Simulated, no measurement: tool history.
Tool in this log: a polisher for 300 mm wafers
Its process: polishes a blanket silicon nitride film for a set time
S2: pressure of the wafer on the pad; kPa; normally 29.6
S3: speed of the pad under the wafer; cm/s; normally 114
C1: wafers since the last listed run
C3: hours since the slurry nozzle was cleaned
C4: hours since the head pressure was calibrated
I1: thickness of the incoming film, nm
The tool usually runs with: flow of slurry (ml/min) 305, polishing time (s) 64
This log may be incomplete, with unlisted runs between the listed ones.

run 1 hour=0 | flow_of_slurry_(ml/min)=305 S2=29.6 S3=114 polishing_time_(s)=64 | C1=0 wafers_polished_on_this_pad=708 C3=381.2 C4=47.5 | I1=740.4 | film_removed_(Å)=1212
-- hour=13.3 slurry nozzle cleaned
run 2 hour=20.1 | flow_of_slurry_(ml/min)=275 S2=29.6 S3=114 polishing_time_(s)=64 | C1=204 wafers_polished_on_this_pad=912 C3=6.8 C4=67.6 | I1=736.2 | film_removed_(Å)=1185
run 3 hour=47 | flow_of_slurry_(ml/min)=275 S2=29.6 S3=114 polishing_time_(s)=64 | C1=288 wafers_polished_on_this_pad=1201 C3=33.7 C4=94.5 | I1=753.5 | film_removed_(Å)=1178
-- hour=60.2 worn pad replaced by a new one
run 4 hour=70 | flow_of_slurry_(ml/min)=305 S2=29.6 S3=114 polishing_time_(s)=64 | C1=203 wafers_polished_on_this_pad=104 C3=56.7 C4=117.5 | I1=743.7 | film_removed_(Å)=1276
run 5 hour=82.8 | flow_of_slurry_(ml/min)=305 S2=29.6 S3=114 polishing_time_(s)=64 | C1=137 wafers_polished_on_this_pad=241 C3=69.5 C4=130.3 | I1=763.5 | film_removed_(Å)=1272
run 6 hour=100.1 | flow_of_slurry_(ml/min)=305 S2=29.6 S3=114 polishing_time_(s)=64 | C1=185 wafers_polished_on_this_pad=427 C3=86.8 C4=147.6 | I1=744 | film_removed_(Å)=1256
run 7 hour=112.8 | flow_of_slurry_(ml/min)=305 S2=29.6 S3=114 polishing_time_(s)=64 | C1=136 wafers_polished_on_this_pad=563 C3=99.5 C4=160.3 | I1=740.2 | film_removed_(Å)=1254
run 8 hour=137.4 | flow_of_slurry_(ml/min)=305 S2=29.6 S3=114 polishing_time_(s)=64 | C1=263 wafers_polished_on_this_pad=827 C3=124.1 C4=184.9 | I1=754.8 | film_removed_(Å)=1243
run 9 hour=162.6 | flow_of_slurry_(ml/min)=280 S2=29.6 S3=114 polishing_time_(s)=64 | C1=270 wafers_polished_on_this_pad=1097 C3=149.3 C4=210.1 | I1=760.8 | film_removed_(Å)=1212
-- hour=187.6 worn pad replaced by a new one
run 10 hour=194.6 | flow_of_slurry_(ml/min)=280 S2=29.6 S3=114 polishing_time_(s)=64 | C1=300 wafers_polished_on_this_pad=74 C3=181.3 C4=242.1 | I1=751.1 | film_removed_(Å)=1283
run 11 hour=212.1 | flow_of_slurry_(ml/min)=280 S2=29.6 S3=114 polishing_time_(s)=64 | C1=187 wafers_polished_on_this_pad=262 C3=198.8 C4=259.6 | I1=748.1 | film_removed_(Å)=1275
run 12 hour=236.1 | flow_of_slurry_(ml/min)=260 S2=33.8 S3=114 polishing_time_(s)=64 | C1=257 wafers_polished_on_this_pad=519 C3=222.8 C4=283.6 | I1=767 | film_removed_(Å)=1368
run 13 hour=268.4 | flow_of_slurry_(ml/min)=305 S2=29.6 S3=114 polishing_time_(s)=64 | C1=346 wafers_polished_on_this_pad=866 C3=255.1 C4=315.9 | I1=761.7 | film_removed_(Å)=1256
run 14 hour=290.5 | flow_of_slurry_(ml/min)=305 S2=29.6 S3=114 polishing_time_(s)=64 | C1=236 wafers_polished_on_this_pad=1103 C3=277.2 C4=338 | I1=744.2 | film_removed_(Å)=1221
run 15 hour=309.3 | flow_of_slurry_(ml/min)=305 S2=29.6 S3=114 polishing_time_(s)=64 | C1=201 wafers_polished_on_this_pad=1304 C3=296 C4=356.8 | I1=751.7 | film_removed_(Å)=1189
-- hour=316.2 worn pad replaced by a new one
-- hour=316.6 head pressure recalibrated
-- hour=351.5 slurry nozzle cleaned
run 16 hour=398.6 | flow_of_slurry_(ml/min)=375 S2=26.9 S3=84 polishing_time_(s)=79 | C1=899 wafers_polished_on_this_pad=868 C3=47.1 C4=82 | I1=752.5 | film_removed_(Å)=1143
run 17 hour=421.2 | flow_of_slurry_(ml/min)=305 S2=29.6 S3=114 polishing_time_(s)=85 | C1=242 wafers_polished_on_this_pad=1111 C3=69.7 C4=104.6 | I1=740.9 | film_removed_(Å)=1598
run 18 hour=447.6 | flow_of_slurry_(ml/min)=305 S2=29.6 S3=114 polishing_time_(s)=64 | C1=283 wafers_polished_on_this_pad=1394 C3=96.1 C4=131 | I1=749.5 | film_removed_(Å)=1160
-- hour=455.2 worn pad replaced by a new one
run 19 hour=464.4 | flow_of_slurry_(ml/min)=395 S2=37.9 S3=128 polishing_time_(s)=64 | C1=137 wafers_polished_on_this_pad=98 C3=112.9 C4=147.8 | I1=747.2 | film_removed_(Å)=1712
run 20 hour=477.9 | flow_of_slurry_(ml/min)=305 S2=29.6 S3=114 polishing_time_(s)=64 | C1=144 wafers_polished_on_this_pad=243 C3=126.4 C4=161.3 | I1=754.9 | film_removed_(Å)=1303
run 21 hour=498.6 | flow_of_slurry_(ml/min)=205 S2=29.6 S3=98 polishing_time_(s)=74 | C1=221 wafers_polished_on_this_pad=465 C3=147.1 C4=182 | I1=759.3 | film_removed_(Å)=1274
run 22 hour=522.4 | flow_of_slurry_(ml/min)=305 S2=39.3 S3=138 polishing_time_(s)=64 | C1=255 wafers_polished_on_this_pad=720 C3=170.9 C4=205.8 | I1=750.5 | film_removed_(Å)=1771
run 23 hour=542.6 | flow_of_slurry_(ml/min)=305 S2=24.1 S3=114 polishing_time_(s)=64 | C1=216 wafers_polished_on_this_pad=936 C3=191.1 C4=226 | I1=740.1 | film_removed_(Å)=1095
run 24 hour=556.6 | flow_of_slurry_(ml/min)=305 S2=34.5 S3=148 polishing_time_(s)=58 | C1=150 wafers_polished_on_this_pad=1087 C3=205.1 C4=240 | I1=763.6 | film_removed_(Å)=1546
run 25 hour=591.4 | flow_of_slurry_(ml/min)=335 S2=29.6 S3=88 polishing_time_(s)=64 | C1=373 wafers_polished_on_this_pad=1460 C3=239.9 C4=274.8 | I1=747.9 | film_removed_(Å)=968
-- hour=604.9 worn pad replaced by a new one
run 26 hour=613 | flow_of_slurry_(ml/min)=305 S2=29.6 S3=114 polishing_time_(s)=64 | C1=188 wafers_polished_on_this_pad=86 C3=261.5 C4=296.4 | I1=745.3 | film_removed_(Å)=1341
run 27 hour=635.3 | flow_of_slurry_(ml/min)=305 S2=29.6 S3=114 polishing_time_(s)=64 | C1=239 wafers_polished_on_this_pad=325 C3=283.8 C4=318.7 | I1=762.3 | film_removed_(Å)=1351
run 28 hour=660.2 | flow_of_slurry_(ml/min)=385 S2=24.8 S3=114 polishing_time_(s)=64 | C1=266 wafers_polished_on_this_pad=592 C3=308.7 C4=343.6 | I1=749.4 | film_removed_(Å)=1198

Each row is a separate what-if for the run after 28, all from the same tool condition, not one after another. Results?
run A hour=660.6 | flow_of_slurry_(ml/min)=305 S2=29.6 S3=114 polishing_time_(s)=64 | C1=4 wafers_polished_on_this_pad=597 C3=309.1 C4=344 | I1=754.6 | film_removed_(Å)=?
run B hour=660.6 | flow_of_slurry_(ml/min)=305 S2=29.6 S3=88 polishing_time_(s)=64 | C1=4 wafers_polished_on_this_pad=597 C3=309.1 C4=344 | I1=754.6 | film_removed_(Å)=?
run C hour=660.6 | flow_of_slurry_(ml/min)=305 S2=29.6 S3=114 polishing_time_(s)=53 | C1=4 wafers_polished_on_this_pad=597 C3=309.1 C4=344 | I1=754.6 | film_removed_(Å)=?
run D hour=660.6 | flow_of_slurry_(ml/min)=305 S2=29.6 S3=96 polishing_time_(s)=64 | C1=4 wafers_polished_on_this_pad=597 C3=309.1 C4=344 | I1=754.6 | film_removed_(Å)=?

run=A film_removed_(Å)=1334
run=B film_removed_(Å)=1084
run=C film_removed_(Å)=1104
run=D film_removed_(Å)=1162
What these runs would have given with no unlogged condition in the tool:
run=A film_removed_(Å)=1277
run=B film_removed_(Å)=1038
run=C film_removed_(Å)=1058
run=D film_removed_(Å)=1113
